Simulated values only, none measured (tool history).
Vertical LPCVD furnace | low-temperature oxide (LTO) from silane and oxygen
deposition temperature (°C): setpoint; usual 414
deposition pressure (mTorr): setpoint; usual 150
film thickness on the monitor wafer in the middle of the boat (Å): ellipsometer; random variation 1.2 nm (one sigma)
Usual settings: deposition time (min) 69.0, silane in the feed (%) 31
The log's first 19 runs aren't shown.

| run | day | deposition temperature (°C) | deposition pressure (mTorr) | deposition time (min) | silane in the feed (%) | wafers since the last listed run | hours since the last temperature calibration | hours since the pressure gauge was zeroed | hours since the silane flow controller was replaced | hours since the gauge calibration | read-back reference wafer on the same gauge, thickness | film thickness on the monitor wafer in the middle of the boat (Å) |
|---|---|---|---|---|---|---|---|---|---|---|---|---|
| 20 | 20.208 | 414 | 150 | 69.0 | 31 | 254 | 382.9 | 449.5 | 339.9 | 449.8 | 287.61 | 3476.2 |
| 21 | 21.058 | 414 | 150 | 69.0 | 31 | 156 | 403.3 | 469.9 | 360.3 | 470.2 | 288.15 | 3494.5 |
| 22 | 22.054 | 414 | 140 | 61.5 | 29 | 182 | 427.2 | 493.8 | 384.2 | 494.1 | 288.34 | 2644.2 |
| 23 | 22.604 | 426 | 135 | 69.0 | 36 | 101 | 440.4 | 507.0 | 397.4 | 507.3 | 288.53 | 4337.4 |
| 24 | 23.138 | 414 | 150 | 69.0 | 31 | 97 | 453.2 | 519.8 | 410.2 | 520.1 | 288.17 | 3486.7 |
| 25 | 23.704 | 423 | 135 | 78.0 | 31 | 104 | 466.8 | 533.4 | 423.8 | 533.7 | 287.95 | 3920.4 |
| 26 | 24.529 | 409 | 150 | 69.0 | 26 | 151 | 486.6 | 553.2 | 443.6 | 553.5 | 287.92 | 2553.1 |
| 27 | 25.417 | 414 | 150 | 69.0 | 31 | 163 | 507.9 | 574.5 | 464.9 | 574.8 | 287.98 | 3484.5 |
| 28 | 26.767 | 418 | 150 | 69.0 | 34 | 248 | 540.3 | 606.9 | 497.3 | 607.2 | 288.13 | 4123.6 |
| 29 | 27.575 | 414 | 150 | 89.5 | 34 | 148 | 559.7 | 626.3 | 516.7 | 626.6 | 288.20 | 5133.6 |
| 30 | 28.779 | 414 | 150 | 50.5 | 31 | 221 | 588.6 | 655.2 | 545.6 | 655.5 | 288.33 | 2552.1 |

5 ways to go on from here, each from the tool as it stands after run 30. What would each give?
| A | 28.996 | 414 | 150 | 69.0 | 31 | 39 | 593.8 | 660.4 | 550.8 | 660.7 | ? | ? |
| B | 28.996 | 414 | 150 | 69.0 | 34 | 39 | 593.8 | 660.4 | 550.8 | 660.7 | ? | ? |
| C | 28.996 | 414 | 150 | 95.5 | 31 | 39 | 593.8 | 660.4 | 550.8 | 660.7 | ? | ? |
| D | 28.996 | 420 | 130 | 69.0 | 31 | 39 | 593.8 | 660.4 | 550.8 | 660.7 | ? | ? |
| E | 28.996 | 414 | 150 | 55.0 | 31 | 39 | 593.8 | 660.4 | 550.8 | 660.7 | ? | ? |

| run | read-back reference wafer on the same gauge, thickness | film thickness on the monitor wafer in the middle of the boat (Å) |
|---|---|---|
| A | 287.91 | 3481.0 |
| B | 287.91 | 3947.3 |
| C | 287.91 | 4817.9 |
| D | 287.91 | 3224.0 |
| E | 287.91 | 2774.7 |
Without the tool's hidden state the same runs would have given:
| run | film thickness on the monitor wafer in the middle of the boat (Å) |
|---|---|
| A | 3469.2 |
| B | 3934.2 |
| C | 4801.6 |
| D | 3213.3 |
| E | 2765.3 |
